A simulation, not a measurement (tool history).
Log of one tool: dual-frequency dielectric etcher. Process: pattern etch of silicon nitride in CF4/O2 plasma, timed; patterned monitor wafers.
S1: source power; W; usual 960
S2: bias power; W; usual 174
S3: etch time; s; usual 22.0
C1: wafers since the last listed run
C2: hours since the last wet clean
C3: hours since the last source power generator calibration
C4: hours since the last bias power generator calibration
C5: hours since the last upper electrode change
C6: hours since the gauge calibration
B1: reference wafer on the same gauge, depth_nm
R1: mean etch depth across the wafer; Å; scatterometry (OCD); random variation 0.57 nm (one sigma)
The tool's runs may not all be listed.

run	day	S1	S2	S3	C1	C2	C3	C4	C5	C6	B1	R1
1	0.000	960	155	22.0	0	434.6	2419.1	541.3	4551.1	1183.3	76.9	779
# day 2.012: wet clean of the chamber
2	2.033	960	174	22.0	320	0.5	2467.9	590.1	4599.9	1232.1	77.0	825
3	4.517	960	174	22.0	769	60.1	2527.5	649.7	4659.5	1291.7	76.8	822
4	13.529	960	174	22.0	2791	276.4	2743.8	866.0	4875.8	1508.0	77.0	798
5	17.417	960	174	22.0	1203	369.7	2837.1	959.3	4969.1	1601.3	76.8	785
6	20.654	960	174	22.0	1002	447.4	2914.8	1037.0	5046.8	1679.0	76.7	784
# day 22.433: wet clean of the chamber
7	23.475	960	174	22.0	563	25.0	2982.5	1104.7	5114.5	1746.7	76.6	832
8	27.808	960	174	22.0	1342	129.0	3086.5	1208.7	5218.5	1850.7	76.9	837
9	31.833	960	174	22.0	1246	225.6	3183.1	1305.3	5315.1	1947.3	76.8	821
# day 33.288: gauge calibrated
# day 33.442: upper electrode replaced
10	33.996	960	174	22.0	360	277.5	3235.0	1357.2	13.3	17.0	77.0	814
11	36.092	960	174	22.0	649	327.8	3285.3	1407.5	63.6	67.3	76.9	810
12	39.979	960	174	22.0	1203	421.1	3378.6	1500.8	156.9	160.6	76.8	797
# day 44.688: wet clean of the chamber
13	44.708	960	174	22.0	1154	0.5	3492.1	1614.3	270.4	274.1	76.8	841
14	48.208	960	209	19.5	1083	84.5	3576.1	1698.3	354.4	358.1	76.8	767
15	52.025	1090	200	22.0	1182	176.1	3667.7	1789.9	446.0	449.7	76.9	897
16	56.208	830	194	19.5	1295	276.5	3768.1	1890.3	546.4	550.1	77.1	705
17	58.625	960	206	16.0	748	334.5	3826.1	1948.3	604.4	608.1	76.9	613
18	60.375	960	174	22.0	541	376.5	3868.1	1990.3	646.4	650.1	76.8	811
# day 61.042: bias power generator calibrated
19	64.362	960	174	22.0	1183	472.2	3963.8	79.7	742.1	745.8	76.7	799
# day 66.712: wet clean of the chamber
20	66.858	820	156	22.0	463	3.5	4023.7	139.6	802.0	805.7	76.7	769
21	69.025	1140	174	22.0	671	55.5	4075.7	191.6	854.0	857.7	76.5	905
# day 70.242: source power generator calibrated
22	72.467	960	174	22.0	1014	138.1	53.4	274.2	936.6	940.3	76.6	836
23	75.862	960	174	22.0	1051	219.6	134.9	355.7	1018.1	1021.8	76.9	819
24	77.908	960	174	22.0	633	268.7	184.0	404.8	1067.2	1070.9	76.9	814
25	80.596	770	162	25.0	832	333.2	248.5	469.3	1131.7	1135.4	76.9	833
# day 85.033: wet clean of the chamber
26	85.054	870	142	18.5	1071	0.5	355.5	576.3	1238.7	1242.4	77.0	646
27	87.625	1040	174	20.0	796	62.2	417.2	638.0	1300.4	1304.1	76.7	787
28	91.312	960	174	22.0	1142	150.7	505.7	726.5	1388.9	1392.6	76.8	826
29	95.133	760	153	25.5	1183	242.4	597.4	818.2	1480.6	1484.3	76.8	830

Forecast each of these 5 alternatives for the next run:
A	95.150	960	174	22.0	5	242.8	597.8	818.6	1481.0	1484.7	?	?
B	95.150	960	195	22.0	5	242.8	597.8	818.6	1481.0	1484.7	?	?
C	95.150	1100	145	22.0	5	242.8	597.8	818.6	1481.0	1484.7	?	?
D	95.150	750	192	16.5	5	242.8	597.8	818.6	1481.0	1484.7	?	?
E	95.150	880	146	16.5	5	242.8	597.8	818.6	1481.0	1484.7	?	?

run	B1	R1
A	76.7	819
B	76.7	841
C	76.7	838
D	76.7	566
E	76.7	568
Without the tool's hidden state the same runs would have given:
run	R1
A	842
B	865
C	861
D	582
E	584
